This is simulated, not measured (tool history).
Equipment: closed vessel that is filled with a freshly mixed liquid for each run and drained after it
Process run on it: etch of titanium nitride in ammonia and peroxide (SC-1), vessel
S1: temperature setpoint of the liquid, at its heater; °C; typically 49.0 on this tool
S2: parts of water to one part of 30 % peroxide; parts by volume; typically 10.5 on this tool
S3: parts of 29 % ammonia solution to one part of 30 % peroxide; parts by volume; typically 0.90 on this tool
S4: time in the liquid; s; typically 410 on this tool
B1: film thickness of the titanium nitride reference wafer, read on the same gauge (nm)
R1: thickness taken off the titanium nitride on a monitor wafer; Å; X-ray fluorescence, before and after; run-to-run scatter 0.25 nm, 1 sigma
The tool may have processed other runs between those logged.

run	day	S1	S2	S3	S4	B1	R1
1	0.000	49.0	10.5	0.90	410	119.99	472.4
2	1.638	49.0	10.5	0.90	410	120.00	470.2
3	5.971	49.0	10.5	0.90	410	119.99	468.5
4	7.788	49.0	10.5	0.90	410	120.01	469.0
# day 9.733: thermometer replaced
5	11.238	49.0	10.5	0.90	410	120.00	462.5
6	14.383	49.0	10.5	0.90	410	119.99	462.3
7	17.267	49.0	10.5	0.90	410	120.03	466.9
8	18.867	42.0	10.5	1.15	410	120.00	292.8
9	20.446	42.0	10.5	1.15	410	120.00	289.4
# day 21.721: new drum of ammonia solution connected
# day 22.008: gauge calibrated
10	23.829	49.0	10.5	0.90	410	120.00	470.2
11	27.242	49.0	10.5	0.90	410	119.98	467.9
12	29.229	49.0	10.5	0.90	410	120.00	467.2
13	31.871	49.0	10.5	0.65	605	120.01	656.3
14	42.954	41.0	10.5	0.50	345	119.98	195.8
15	44.858	49.0	10.5	0.90	410	120.01	464.9
16	46.862	49.0	14.0	1.20	335	119.98	338.1
# day 47.312: new drum of ammonia solution connected
# day 50.908: ammonia flow meter replaced
17	51.188	42.0	10.5	1.20	410	120.01	299.5
18	56.104	49.0	10.5	0.80	590	119.99	660.1
# day 57.717: thermometer replaced
19	65.375	49.0	10.5	0.65	410	120.00	440.8
20	67.204	43.5	7.5	0.65	320	119.99	274.0
21	71.050	56.5	12.0	0.90	410	119.99	720.1
# day 71.400: new drum of ammonia solution connected
22	75.379	49.0	10.5	0.80	590	119.99	662.3
23	78.317	49.0	12.5	0.90	410	119.99	427.4
24	80.992	49.0	9.0	0.70	275	120.01	327.6
25	84.421	49.0	10.5	1.10	410	119.99	482.1
# day 94.629: new drum of ammonia solution connected
26	97.333	49.0	10.5	0.90	255	120.00	295.3
27	99.650	57.0	10.5	0.90	410	119.99	816.7

For some of the steps in R1 from one run to the next: how much would appear even if the tool had no hidden state, given the settings, what came in and random variation, and how much remains for the hidden state plus any gauge scatter that the measured result and the result without hidden state don't share?
Unlogged tool condition in this case: liquid colder than its thermometer reads (K); ammonia flow below the setpoint (%); ammonia solution weaker than its label (%); gauge reads high (%).
Run 13 -> 14: S1 49.0 -> 41.0, S3 0.65 -> 0.50, S4 605 -> 345. R1 -460.5 Å: hidden state +2.5, all else -463.0.
Run 20 -> 21: S1 43.5 -> 56.5, S2 7.5 -> 12.0, S3 0.65 -> 0.90, S4 320 -> 410. R1 +446.1 Å: hidden state -9.7, all else +455.8.
Run 21 -> 22: S1 56.5 -> 49.0, S2 12.0 -> 10.5, S3 0.90 -> 0.80, S4 410 -> 590, new drum of ammonia solution connected. R1 -57.8 Å: hidden state +9.6, all else -67.4.
Run 26 -> 27: S1 49.0 -> 57.0, S4 255 -> 410. R1 +521.4 Å: hidden state -2.4, all else +523.8.
